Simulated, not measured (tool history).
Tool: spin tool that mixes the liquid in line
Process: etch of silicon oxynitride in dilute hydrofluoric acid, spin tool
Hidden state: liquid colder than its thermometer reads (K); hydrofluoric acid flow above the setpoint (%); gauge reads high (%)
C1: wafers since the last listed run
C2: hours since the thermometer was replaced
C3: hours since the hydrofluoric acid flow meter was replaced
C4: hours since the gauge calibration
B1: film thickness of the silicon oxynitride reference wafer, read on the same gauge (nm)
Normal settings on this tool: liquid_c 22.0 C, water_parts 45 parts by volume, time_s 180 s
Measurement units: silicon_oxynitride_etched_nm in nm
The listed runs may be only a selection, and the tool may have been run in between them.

Run 1, hour 0.0: usual settings; C1 0; C2 1255.7; C3 506.0; C4 58.4; B1 60.00. Result: silicon_oxynitride_etched_nm 8.26 nm.
Run 2, hour 84.9: usual settings; C1 544; C2 1340.6; C3 590.9; C4 143.3; B1 59.99. Result: silicon_oxynitride_etched_nm 8.29 nm.
Run 3, hour 183.7: usual settings; C1 633; C2 1439.4; C3 689.7; C4 242.1; B1 60.01. Result: silicon_oxynitride_etched_nm 8.14 nm.
Run 4, hour 236.5: usual settings but time_s 245 s; C1 338; C2 1492.2; C3 742.5; C4 294.9; B1 60.01. Result: silicon_oxynitride_etched_nm 11.20 nm.
Run 5, hour 281.4: usual settings but time_s 245 s; C1 287; C2 1537.1; C3 787.4; C4 339.8; B1 60.05. Result: silicon_oxynitride_etched_nm 11.01 nm.
Run 6, hour 342.1: usual settings but time_s 245 s; C1 389; C2 1597.8; C3 848.1; C4 400.5; B1 59.99. Result: silicon_oxynitride_etched_nm 11.16 nm.
Run 7, hour 379.3: usual settings; C1 238; C2 1635.0; C3 885.3; C4 437.7; B1 60.00. Result: silicon_oxynitride_etched_nm 8.03 nm.
Run 8, hour 430.9: usual settings; C1 330; C2 1686.6; C3 936.9; C4 489.3; B1 60.00. Result: silicon_oxynitride_etched_nm 8.11 nm.
Run 9, hour 511.9: usual settings; C1 519; C2 1767.6; C3 1017.9; C4 570.3; B1 59.98. Result: silicon_oxynitride_etched_nm 7.96 nm.
Run 10, hour 574.2: usual settings; C1 399; C2 1829.9; C3 1080.2; C4 632.6; B1 60.02. Result: silicon_oxynitride_etched_nm 8.09 nm.
Run 11, hour 677.4: usual settings but liquid_c 20.0 C, water_parts 25 parts by volume, time_s 225 s; C1 661; C2 1933.1; C3 1183.4; C4 735.8; B1 60.01. Result: silicon_oxynitride_etched_nm 16.46 nm.
At hour 695.1: thermometer replaced.
At hour 717.4: gauge calibrated.
Run 12, hour 746.6: usual settings; C1 437; C2 51.5; C3 1252.6; C4 29.2; B1 59.99. Result: silicon_oxynitride_etched_nm 8.69 nm.

For run 13, what comes out?
Run 13, hour 804.5: usual settings but liquid_c 26.5 C, water_parts 35 parts by volume, time_s 215 s; C1 371; C2 109.4; C3 1310.5; C4 87.1; B1 ?. Result: silicon_oxynitride_etched_nm ?.

Run 13 came out at B1 60.00, silicon_oxynitride_etched_nm 16.71 nm.
Without the tool's hidden state the same run would have given silicon_oxynitride_etched_nm 16.81 nm.

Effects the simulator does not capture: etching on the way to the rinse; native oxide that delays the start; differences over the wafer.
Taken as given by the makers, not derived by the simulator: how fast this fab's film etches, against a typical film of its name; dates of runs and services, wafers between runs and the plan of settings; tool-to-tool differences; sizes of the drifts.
